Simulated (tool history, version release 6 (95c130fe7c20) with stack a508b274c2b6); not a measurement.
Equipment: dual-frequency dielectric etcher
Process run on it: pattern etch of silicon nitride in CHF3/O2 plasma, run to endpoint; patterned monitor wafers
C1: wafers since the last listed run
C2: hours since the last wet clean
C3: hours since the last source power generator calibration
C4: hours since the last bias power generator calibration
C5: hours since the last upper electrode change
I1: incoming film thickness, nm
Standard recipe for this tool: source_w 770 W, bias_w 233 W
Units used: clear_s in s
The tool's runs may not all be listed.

Run 1, hour 0: usual settings but source_w 620 W; C1 0; C2 230.8; C3 2624; C4 4836.5; C5 3391.7; I1 102.9. Result: clear_s 65.2 s.
Run 2, hour 34.7: usual settings but source_w 620 W; C1 298; C2 265.5; C3 2658.7; C4 4871.2; C5 3426.4; I1 104.4. Result: clear_s 65.8 s.
Run 3, hour 53.6: usual settings but source_w 620 W; C1 162; C2 284.4; C3 2677.6; C4 4890.1; C5 3445.3; I1 104.2. Result: clear_s 65.9 s.
Run 4, hour 66.2: usual settings but bias_w 220 W; C1 108; C2 297; C3 2690.2; C4 4902.7; C5 3457.9; I1 104.4. Result: clear_s 60.8 s.
Run 5, hour 101.8: usual settings but source_w 870 W; C1 305; C2 332.6; C3 2725.8; C4 4938.3; C5 3493.5; I1 104.2. Result: clear_s 55.8 s.
At hour 134.4: source power generator calibrated.
Run 6, hour 134.9: usual settings but source_w 870 W; C1 250; C2 365.7; C3 0.5; C4 4971.4; C5 3526.6; I1 104.2. Result: clear_s 55.7 s.
At hour 163.9: bias power generator calibrated.
Run 7, hour 166.2: usual settings; C1 234; C2 397; C3 31.8; C4 2.3; C5 3557.9; I1 104.6. Result: clear_s 59.2 s.
Run 8, hour 199: usual settings; C1 281; C2 429.8; C3 64.6; C4 35.1; C5 3590.7; I1 104.6. Result: clear_s 58.7 s.
Run 9, hour 223.5: usual settings but source_w 820 W, bias_w 217 W; C1 210; C2 454.3; C3 89.1; C4 59.6; C5 3615.2; I1 104. Result: clear_s 58.5 s.
At hour 271.4: wet clean of the chamber.
Run 10, hour 271.9: usual settings but source_w 840 W, bias_w 276 W; C1 209; C2 0.5; C3 137.5; C4 108; C5 3663.6; I1 104.4. Result: clear_s 54.5 s.
At hour 307.6: upper electrode replaced.
Run 11, hour 308.1: usual settings but bias_w 187 W; C1 104; C2 36.7; C3 173.7; C4 144.2; C5 0.5; I1 103.6. Result: clear_s 65.5 s.
Run 12, hour 308.5: usual settings but source_w 820 W, bias_w 217 W; C1 3; C2 37.1; C3 174.1; C4 144.6; C5 0.9; I1 103.7. Result: clear_s 60.1 s.
Run 13, hour 317.5: usual settings but bias_w 197 W; C1 77; C2 46.1; C3 183.1; C4 153.6; C5 9.9; I1 102.9. Result: clear_s 63.9 s.
Run 14, hour 351: usual settings but source_w 710 W, bias_w 180 W; C1 287; C2 79.6; C3 216.6; C4 187.1; C5 43.4; I1 103.9. Result: clear_s 69.4 s.
Run 15, hour 375.3: usual settings but source_w 630 W, bias_w 266 W; C1 208; C2 103.9; C3 240.9; C4 211.4; C5 67.7; I1 104.6. Result: clear_s 62.5 s.
Run 16, hour 390: usual settings but source_w 930 W, bias_w 274 W; C1 126; C2 118.6; C3 255.6; C4 226.1; C5 82.4; I1 104.4. Result: clear_s 51.6 s.

Run by run, hidden condition taken away, random variation retained:
Hidden state present: etch rate over this chamber's usual, %; source power that arrives over what is set, %; bias power that arrives over what is set, %.
run  clear_s
  1     66.2
  2     67.1
  3     67.3
  4     62.1
  5     57.2
  6     57.2
  7       61
  8     60.6
  9     60.5
 10     54.5
 11     65.7
 12     60.2
 13     64.1
 14     69.8
 15       63
 16     52.1
